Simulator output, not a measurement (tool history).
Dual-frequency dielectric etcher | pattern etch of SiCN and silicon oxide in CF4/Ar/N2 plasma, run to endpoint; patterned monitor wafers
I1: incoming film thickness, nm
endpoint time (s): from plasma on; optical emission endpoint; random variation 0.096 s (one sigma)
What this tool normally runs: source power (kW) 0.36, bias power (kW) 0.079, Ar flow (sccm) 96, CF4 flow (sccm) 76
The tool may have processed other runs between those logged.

{"run": 1, "hour": 0.0, "source power (kW)": 0.36, "bias power (kW)": 0.079, "Ar flow (sccm)": 96, "CF4 flow (sccm)": 76, "I1": 13.5, "endpoint time (s)": 19.4}
{"run": 2, "hour": 104.0, "source power (kW)": 0.36, "bias power (kW)": 0.079, "Ar flow (sccm)": 96, "CF4 flow (sccm)": 76, "I1": 13.47, "endpoint time (s)": 19.2}
{"run": 3, "hour": 172.1, "source power (kW)": 0.36, "bias power (kW)": 0.079, "Ar flow (sccm)": 96, "CF4 flow (sccm)": 76, "I1": 13.42, "endpoint time (s)": 19.3}
{"hour": 222.1, "done": "source power generator calibrated"}
{"run": 4, "hour": 273.8, "source power (kW)": 0.36, "bias power (kW)": 0.079, "Ar flow (sccm)": 96, "CF4 flow (sccm)": 76, "I1": 13.54, "endpoint time (s)": 20.5}
{"run": 5, "hour": 317.6, "source power (kW)": 0.36, "bias power (kW)": 0.079, "Ar flow (sccm)": 96, "CF4 flow (sccm)": 76, "I1": 13.36, "endpoint time (s)": 20.2}
{"run": 6, "hour": 355.9, "source power (kW)": 0.36, "bias power (kW)": 0.07, "Ar flow (sccm)": 96, "CF4 flow (sccm)": 76, "I1": 13.49, "endpoint time (s)": 20.8}
{"hour": 363.0, "done": "Ar flow controller replaced"}
{"run": 7, "hour": 405.6, "source power (kW)": 0.36, "bias power (kW)": 0.07, "Ar flow (sccm)": 96, "CF4 flow (sccm)": 76, "I1": 13.38, "endpoint time (s)": 20.5}
{"hour": 440.8, "done": "wet clean of the chamber"}
{"run": 8, "hour": 507.7, "source power (kW)": 0.36, "bias power (kW)": 0.079, "Ar flow (sccm)": 85, "CF4 flow (sccm)": 76, "I1": 13.5, "endpoint time (s)": 19.4}
{"run": 9, "hour": 609.0, "source power (kW)": 0.36, "bias power (kW)": 0.079, "Ar flow (sccm)": 85, "CF4 flow (sccm)": 76, "I1": 13.44, "endpoint time (s)": 19.4}
{"hour": 680.2, "done": "upper electrode replaced"}
{"run": 10, "hour": 700.9, "source power (kW)": 0.36, "bias power (kW)": 0.067, "Ar flow (sccm)": 115, "CF4 flow (sccm)": 76, "I1": 13.59, "endpoint time (s)": 21}
{"run": 11, "hour": 772.2, "source power (kW)": 0.36, "bias power (kW)": 0.095, "Ar flow (sccm)": 96, "CF4 flow (sccm)": 84, "I1": 13.4, "endpoint time (s)": 18.9}
{"hour": 855.4, "done": "wet clean of the chamber"}
{"run": 12, "hour": 864.1, "source power (kW)": 0.36, "bias power (kW)": 0.068, "Ar flow (sccm)": 96, "CF4 flow (sccm)": 76, "I1": 13.52, "endpoint time (s)": 19.8}
{"run": 13, "hour": 956.7, "source power (kW)": 0.32, "bias power (kW)": 0.079, "Ar flow (sccm)": 87, "CF4 flow (sccm)": 76, "I1": 13.32, "endpoint time (s)": 21.3}
{"hour": 991.8, "done": "bias power generator calibrated"}
{"run": 14, "hour": 1008.9, "source power (kW)": 0.4, "bias power (kW)": 0.06, "Ar flow (sccm)": 114, "CF4 flow (sccm)": 61, "I1": 13.42, "endpoint time (s)": 19.7}
{"run": 15, "hour": 1093.6, "source power (kW)": 0.36, "bias power (kW)": 0.079, "Ar flow (sccm)": 96, "CF4 flow (sccm)": 76, "I1": 13.37, "endpoint time (s)": 19.3}
{"run": 16, "hour": 1130.4, "source power (kW)": 0.31, "bias power (kW)": 0.087, "Ar flow (sccm)": 96, "CF4 flow (sccm)": 76, "I1": 13.44, "endpoint time (s)": 22.6}
{"run": 17, "hour": 1197.6, "source power (kW)": 0.28, "bias power (kW)": 0.079, "Ar flow (sccm)": 118, "CF4 flow (sccm)": 76, "I1": 13.36, "endpoint time (s)": 26.1}
{"run": 18, "hour": 1294.0, "source power (kW)": 0.36, "bias power (kW)": 0.079, "Ar flow (sccm)": 96, "CF4 flow (sccm)": 76, "I1": 13.62, "endpoint time (s)": 19.9}
{"hour": 1338.1, "done": "wet clean of the chamber"}
{"hour": 1364.4, "done": "CF4 flow controller replaced"}
{"run": 19, "hour": 1409.8, "source power (kW)": 0.36, "bias power (kW)": 0.088, "Ar flow (sccm)": 103, "CF4 flow (sccm)": 76, "I1": 13.42, "endpoint time (s)": 19}
{"run": 20, "hour": 1498.3, "source power (kW)": 0.33, "bias power (kW)": 0.071, "Ar flow (sccm)": 102, "CF4 flow (sccm)": 76, "I1": 13.38, "endpoint time (s)": 21.5}
{"run": 21, "hour": 1584.1, "source power (kW)": 0.36, "bias power (kW)": 0.084, "Ar flow (sccm)": 87, "CF4 flow (sccm)": 76, "I1": 13.35, "endpoint time (s)": 18.7}
{"run": 22, "hour": 1643.6, "source power (kW)": 0.36, "bias power (kW)": 0.093, "Ar flow (sccm)": 96, "CF4 flow (sccm)": 67, "I1": 13.49, "endpoint time (s)": 19.1}
{"run": 23, "hour": 1745.3, "source power (kW)": 0.4, "bias power (kW)": 0.079, "Ar flow (sccm)": 96, "CF4 flow (sccm)": 76, "I1": 13.34, "endpoint time (s)": 17.2}
{"hour": 1838.3, "done": "wet clean of the chamber"}
{"run": 24, "hour": 1842.4, "source power (kW)": 0.36, "bias power (kW)": 0.067, "Ar flow (sccm)": 115, "CF4 flow (sccm)": 76, "I1": 13.36, "endpoint time (s)": 20}

Predict each of these 4 candidate next runs independently; none follows another, all start after run 24:
{"run": "A", "hour": 1842.8, "source power (kW)": 0.29, "bias power (kW)": 0.079, "Ar flow (sccm)": 96, "CF4 flow (sccm)": 76, "I1": 13.46, "endpoint time (s)": "?"}
{"run": "B", "hour": 1842.8, "source power (kW)": 0.34, "bias power (kW)": 0.072, "Ar flow (sccm)": 96, "CF4 flow (sccm)": 76, "I1": 13.46, "endpoint time (s)": "?"}
{"run": "C", "hour": 1842.8, "source power (kW)": 0.32, "bias power (kW)": 0.062, "Ar flow (sccm)": 73, "CF4 flow (sccm)": 90, "I1": 13.46, "endpoint time (s)": "?"}
{"run": "D", "hour": 1842.8, "source power (kW)": 0.36, "bias power (kW)": 0.066, "Ar flow (sccm)": 96, "CF4 flow (sccm)": 59, "I1": 13.46, "endpoint time (s)": "?"}

run=A endpoint_time_(s)=24
run=B endpoint_time_(s)=20.6
run=C endpoint_time_(s)=21
run=D endpoint_time_(s)=20.7
Without the tool's hidden state the same runs would have given:
run=A endpoint_time_(s)=25.2
run=B endpoint_time_(s)=21.7
run=C endpoint_time_(s)=22.1
run=D endpoint_time_(s)=21.8
